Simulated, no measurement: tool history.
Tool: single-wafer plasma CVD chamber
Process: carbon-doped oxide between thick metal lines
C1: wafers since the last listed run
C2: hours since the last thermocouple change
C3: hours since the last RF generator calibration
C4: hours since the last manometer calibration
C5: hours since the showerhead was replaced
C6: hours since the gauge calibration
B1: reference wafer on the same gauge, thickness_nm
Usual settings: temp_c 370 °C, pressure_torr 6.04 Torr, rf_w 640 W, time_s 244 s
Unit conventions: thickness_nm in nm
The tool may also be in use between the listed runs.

Run 1, day 0.000: usual settings but time_s 268 s; C1 0; C2 928.1; C3 303.5; C4 2273.2; C5 3058.4; C6 1731.7; B1 1637.561. Result: thickness_nm 1504.301 nm.
Run 2, day 1.783: usual settings but time_s 268 s; C1 238; C2 970.9; C3 346.3; C4 2316.0; C5 3101.2; C6 1774.5; B1 1640.251. Result: thickness_nm 1506.473 nm.
Run 3, day 5.058: usual settings but rf_w 710 W; C1 437; C2 1049.5; C3 424.9; C4 2394.6; C5 3179.8; C6 1853.1; B1 1640.791. Result: thickness_nm 1512.455 nm.
Run 4, day 7.333: usual settings but rf_w 710 W; C1 304; C2 1104.1; C3 479.5; C4 2449.2; C5 3234.4; C6 1907.7; B1 1639.753. Result: thickness_nm 1496.903 nm.
Run 5, day 11.125: usual settings but temp_c 380 °C, time_s 232 s; C1 506; C2 1195.1; C3 570.5; C4 2540.2; C5 3325.4; C6 1998.7; B1 1639.284. Result: thickness_nm 1268.691 nm.
Run 6, day 14.712: usual settings but temp_c 380 °C, time_s 232 s; C1 479; C2 1281.2; C3 656.6; C4 2626.3; C5 3411.5; C6 2084.8; B1 1640.476. Result: thickness_nm 1273.684 nm.
Run 7, day 16.471: usual settings but temp_c 375 °C; C1 234; C2 1323.4; C3 698.8; C4 2668.5; C5 3453.7; C6 2127.0; B1 1640.012. Result: thickness_nm 1355.887 nm.
Run 8, day 18.588: usual settings but time_s 270 s; C1 282; C2 1374.2; C3 749.6; C4 2719.3; C5 3504.5; C6 2177.8; B1 1639.483. Result: thickness_nm 1521.777 nm.
Run 9, day 20.362: usual settings; C1 237; C2 1416.8; C3 792.2; C4 2761.9; C5 3547.1; C6 2220.4; B1 1639.467. Result: thickness_nm 1366.676 nm.
At day 23.400: RF generator calibrated.
Run 10, day 24.058: usual settings but temp_c 363 °C, rf_w 540 W; C1 449; C2 1505.5; C3 15.8; C4 2850.6; C5 3635.8; C6 2309.1; B1 1641.739. Result: thickness_nm 1178.908 nm.
At day 26.317: capacitance manometer re-zeroed and calibrated.
Run 11, day 26.338: usual settings but temp_c 378 °C, pressure_torr 5.65 Torr, rf_w 520 W, time_s 274 s; C1 260; C2 1560.2; C3 70.5; C4 0.5; C5 3690.5; C6 2363.8; B1 1641.319. Result: thickness_nm 1236.082 nm.
Run 12, day 30.079: usual settings but pressure_torr 6.67 Torr; C1 500; C2 1650.0; C3 160.3; C4 90.3; C5 3780.3; C6 2453.6; B1 1643.067. Result: thickness_nm 1419.812 nm.
Run 13, day 32.050: usual settings; C1 263; C2 1697.3; C3 207.6; C4 137.6; C5 3827.6; C6 2500.9; B1 1639.781. Result: thickness_nm 1406.661 nm.
Run 14, day 35.808: usual settings but temp_c 380 °C, pressure_torr 6.62 Torr, rf_w 540 W; C1 502; C2 1787.5; C3 297.8; C4 227.8; C5 3917.8; C6 2591.1; B1 1642.329. Result: thickness_nm 1173.605 nm.
At day 37.392: thermocouple changed; heater temperature recalibrated.
At day 38.258: gauge calibrated.
Run 15, day 40.183: usual settings but temp_c 365 °C, rf_w 725 W; C1 540; C2 67.0; C3 402.8; C4 332.8; C5 4022.8; C6 46.2; B1 1639.084. Result: thickness_nm 1580.107 nm.
Run 16, day 41.842: usual settings but temp_c 383 °C, pressure_torr 7.49 Torr; C1 221; C2 106.8; C3 442.6; C4 372.6; C5 4062.6; C6 86.0; B1 1639.975. Result: thickness_nm 1401.096 nm.
Run 17, day 43.554: usual settings but temp_c 382 °C, pressure_torr 7.10 Torr, rf_w 605 W; C1 228; C2 147.9; C3 483.7; C4 413.7; C5 4103.7; C6 127.1; B1 1637.998. Result: thickness_nm 1329.404 nm.
Run 18, day 46.562: usual settings but temp_c 385 °C; C1 402; C2 220.1; C3 555.9; C4 485.9; C5 4175.9; C6 199.3; B1 1640.222. Result: thickness_nm 1364.512 nm.
Run 19, day 50.362: usual settings but temp_c 384 °C, rf_w 720 W, time_s 203 s; C1 507; C2 311.3; C3 647.1; C4 577.1; C5 4267.1; C6 290.5; B1 1640.709. Result: thickness_nm 1257.024 nm.
At day 51.704: showerhead replaced, of another model than before.
At day 61.838: RF generator calibrated.
Run 20, day 61.858: usual settings; C1 1447; C2 587.2; C3 0.5; C4 853.0; C5 243.7; C6 566.4; B1 1640.538. Result: thickness_nm 1394.328 nm.
Run 21, day 64.525: usual settings; C1 356; C2 651.2; C3 64.5; C4 917.0; C5 307.7; C6 630.4; B1 1642.446. Result: thickness_nm 1392.614 nm.
Run 22, day 68.575: usual settings but rf_w 700 W; C1 541; C2 748.4; C3 161.7; C4 1014.2; C5 404.9; C6 727.6; B1 1642.663. Result: thickness_nm 1473.901 nm.
Run 23, day 72.883: usual settings but rf_w 565 W; C1 575; C2 851.8; C3 265.1; C4 1117.6; C5 508.3; C6 831.0; B1 1640.938. Result: thickness_nm 1280.430 nm.
Run 24, day 76.046: usual settings but temp_c 361 °C, pressure_torr 4.93 Torr, rf_w 715 W, time_s 216 s; C1 422; C2 927.7; C3 341.0; C4 1193.5; C5 584.2; C6 906.9; B1 1642.004. Result: thickness_nm 1218.892 nm.
Run 25, day 83.217: usual settings but rf_w 580 W, time_s 210 s; C1 958; C2 1099.8; C3 513.1; C4 1365.6; C5 756.3; C6 1079.0; B1 1640.314. Result: thickness_nm 1118.094 nm.
Run 26, day 86.383: usual settings but temp_c 382 °C, pressure_torr 4.65 Torr, rf_w 680 W, time_s 266 s; C1 423; C2 1175.8; C3 589.1; C4 1441.6; C5 832.3; C6 1155.0; B1 1638.681. Result: thickness_nm 1354.529 nm.
Run 27, day 90.654: usual settings but temp_c 382 °C, pressure_torr 7.10 Torr, rf_w 605 W; C1 570; C2 1278.3; C3 691.6; C4 1544.1; C5 934.8; C6 1257.5; B1 1641.204. Result: thickness_nm 1350.838 nm.
Run 28, day 93.683: usual settings but pressure_torr 5.66 Torr; C1 404; C2 1351.0; C3 764.3; C4 1616.8; C5 1007.5; C6 1330.2; B1 1639.112. Result: thickness_nm 1345.077 nm.
Run 29, day 98.088: usual settings; C1 588; C2 1456.7; C3 870.0; C4 1722.5; C5 1113.2; C6 1435.9; B1 1638.898. Result: thickness_nm 1376.837 nm.

Each row is a separate what-if for the run after 29, all from the same tool condition, not one after another. Results?
Run A, day 98.108: usual settings but time_s 214 s; C1 2; C2 1457.2; C3 870.5; C4 1723.0; C5 1113.7; C6 1436.4; B1 ?. Result: thickness_nm ?.
Run B, day 98.108: usual settings but pressure_torr 6.95 Torr, time_s 285 s; C1 2; C2 1457.2; C3 870.5; C4 1723.0; C5 1113.7; C6 1436.4; B1 ?. Result: thickness_nm ?.
Run C, day 98.108: usual settings but pressure_torr 6.88 Torr, rf_w 520 W; C1 2; C2 1457.2; C3 870.5; C4 1723.0; C5 1113.7; C6 1436.4; B1 ?. Result: thickness_nm ?.

run        B1  thickness_nm
  A  1642.494      1207.779
  B  1642.494      1670.201
  C  1642.494      1251.656
With no hidden state in the tool, these same runs would have given:
run  thickness_nm
  A      1229.019
  B      1685.794
  C      1263.612

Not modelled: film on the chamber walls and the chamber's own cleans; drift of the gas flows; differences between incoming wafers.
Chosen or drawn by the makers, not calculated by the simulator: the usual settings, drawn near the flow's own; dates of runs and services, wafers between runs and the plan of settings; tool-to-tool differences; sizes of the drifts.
